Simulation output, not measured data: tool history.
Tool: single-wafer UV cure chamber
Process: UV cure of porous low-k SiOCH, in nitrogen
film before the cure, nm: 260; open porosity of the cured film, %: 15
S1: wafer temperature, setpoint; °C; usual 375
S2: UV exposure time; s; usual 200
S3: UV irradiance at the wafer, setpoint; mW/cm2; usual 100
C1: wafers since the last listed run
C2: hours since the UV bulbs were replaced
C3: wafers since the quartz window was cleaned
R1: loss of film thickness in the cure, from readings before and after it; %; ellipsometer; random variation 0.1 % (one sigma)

{"run": 1, "hour": 0.0, "S1": 362, "S2": 200, "S3": 100, "C1": 0, "C2": 1060.0, "C3": 43, "R1": 8.387}
{"run": 2, "hour": 29.3, "S1": 375, "S2": 160, "S3": 100, "C1": 245, "C2": 1089.3, "C3": 288, "R1": 7.807}
{"run": 3, "hour": 62.1, "S1": 375, "S2": 160, "S3": 100, "C1": 274, "C2": 1122.1, "C3": 563, "R1": 7.676}
{"run": 4, "hour": 88.6, "S1": 375, "S2": 200, "S3": 100, "C1": 222, "C2": 1148.6, "C3": 785, "R1": 8.488}
{"run": 5, "hour": 111.1, "S1": 375, "S2": 200, "S3": 100, "C1": 188, "C2": 1171.1, "C3": 974, "R1": 8.537}
{"run": 6, "hour": 128.3, "S1": 375, "S2": 200, "S3": 100, "C1": 144, "C2": 1188.3, "C3": 1118, "R1": 8.597}
{"run": 7, "hour": 154.5, "S1": 359, "S2": 200, "S3": 100, "C1": 219, "C2": 1214.5, "C3": 1337, "R1": 8.258}
{"run": 8, "hour": 254.5, "S1": 375, "S2": 200, "S3": 100, "C1": 838, "C2": 1314.5, "C3": 2175, "R1": 8.449}
{"run": 9, "hour": 289.0, "S1": 384, "S2": 260, "S3": 100, "C1": 289, "C2": 1349.0, "C3": 2465, "R1": 9.559}
{"hour": 305.5, "done": "quartz window cleaned"}
{"run": 10, "hour": 317.8, "S1": 384, "S2": 260, "S3": 100, "C1": 174, "C2": 1377.8, "C3": 102, "R1": 9.592}
{"run": 11, "hour": 332.4, "S1": 384, "S2": 260, "S3": 100, "C1": 122, "C2": 1392.4, "C3": 225, "R1": 9.366}
{"run": 12, "hour": 360.7, "S1": 375, "S2": 200, "S3": 115, "C1": 237, "C2": 1420.7, "C3": 462, "R1": 8.871}
{"run": 13, "hour": 377.4, "S1": 375, "S2": 200, "S3": 115, "C1": 139, "C2": 1437.4, "C3": 602, "R1": 8.839}
{"run": 14, "hour": 412.2, "S1": 375, "S2": 200, "S3": 115, "C1": 291, "C2": 1472.2, "C3": 893, "R1": 8.792}
{"run": 15, "hour": 436.9, "S1": 375, "S2": 105, "S3": 100, "C1": 207, "C2": 1496.9, "C3": 1100, "R1": 5.871}
{"run": 16, "hour": 463.2, "S1": 375, "S2": 105, "S3": 100, "C1": 220, "C2": 1523.2, "C3": 1321, "R1": 5.935}
{"run": 17, "hour": 487.0, "S1": 369, "S2": 315, "S3": 139, "C1": 199, "C2": 1547.0, "C3": 1520, "R1": 11.326}
{"run": 18, "hour": 504.8, "S1": 361, "S2": 115, "S3": 88, "C1": 149, "C2": 1564.8, "C3": 1669, "R1": 5.501}
{"run": 19, "hour": 529.8, "S1": 394, "S2": 125, "S3": 100, "C1": 209, "C2": 1589.8, "C3": 1879, "R1": 6.642}
{"run": 20, "hour": 552.1, "S1": 365, "S2": 295, "S3": 79, "C1": 186, "C2": 1612.1, "C3": 2066, "R1": 8.603}
{"hour": 573.8, "done": "UV bulbs replaced"}
{"run": 21, "hour": 577.8, "S1": 395, "S2": 100, "S3": 129, "C1": 148, "C2": 4.0, "C3": 2214, "R1": 5.915}
{"run": 22, "hour": 601.8, "S1": 375, "S2": 200, "S3": 100, "C1": 201, "C2": 28.0, "C3": 2415, "R1": 7.009}
{"run": 23, "hour": 616.7, "S1": 362, "S2": 135, "S3": 100, "C1": 124, "C2": 42.9, "C3": 2540, "R1": 5.584}
{"hour": 639.2, "done": "quartz window cleaned"}
{"run": 24, "hour": 639.7, "S1": 375, "S2": 200, "S3": 100, "C1": 125, "C2": 65.9, "C3": 3, "R1": 7.108}
{"run": 25, "hour": 671.6, "S1": 375, "S2": 200, "S3": 100, "C1": 267, "C2": 97.8, "C3": 271, "R1": 7.199}
{"hour": 710.9, "done": "UV bulbs replaced, repeated, since the last time left the tool worse"}
{"run": 26, "hour": 711.4, "S1": 381, "S2": 200, "S3": 100, "C1": 266, "C2": 0.5, "C3": 537, "R1": 9.344}
{"run": 27, "hour": 733.6, "S1": 385, "S2": 200, "S3": 100, "C1": 186, "C2": 22.7, "C3": 723, "R1": 9.37}
{"run": 28, "hour": 756.3, "S1": 387, "S2": 280, "S3": 61, "C1": 190, "C2": 45.4, "C3": 913, "R1": 9.045}
{"run": 29, "hour": 776.3, "S1": 384, "S2": 100, "S3": 100, "C1": 167, "C2": 65.4, "C3": 1081, "R1": 6.775}
{"run": 30, "hour": 804.7, "S1": 375, "S2": 200, "S3": 100, "C1": 238, "C2": 93.8, "C3": 1319, "R1": 9.319}
{"run": 31, "hour": 827.3, "S1": 390, "S2": 245, "S3": 100, "C1": 189, "C2": 116.4, "C3": 1509, "R1": 10.194}
{"run": 32, "hour": 850.5, "S1": 395, "S2": 200, "S3": 124, "C1": 194, "C2": 139.6, "C3": 1703, "R1": 10.572}

4 ways to go on from here, each from the tool as it stands after run 32. What would each give?
{"run": "A", "hour": 851.0, "S1": 375, "S2": 200, "S3": 100, "C1": 4, "C2": 140.1, "C3": 1707, "R1": "?"}
{"run": "B", "hour": 851.0, "S1": 375, "S2": 165, "S3": 119, "C1": 4, "C2": 140.1, "C3": 1707, "R1": "?"}
{"run": "C", "hour": 851.0, "S1": 375, "S2": 200, "S3": 116, "C1": 4, "C2": 140.1, "C3": 1707, "R1": "?"}
{"run": "D", "hour": 851.0, "S1": 365, "S2": 235, "S3": 71, "C1": 4, "C2": 140.1, "C3": 1707, "R1": "?"}

run=A R1=9.282
run=B R1=9.209
run=C R1=9.875
run=D R1=8.412
Without the tool's hidden state the same runs would have given:
run=A R1=9.305
run=B R1=9.232
run=C R1=9.898
run=D R1=8.435
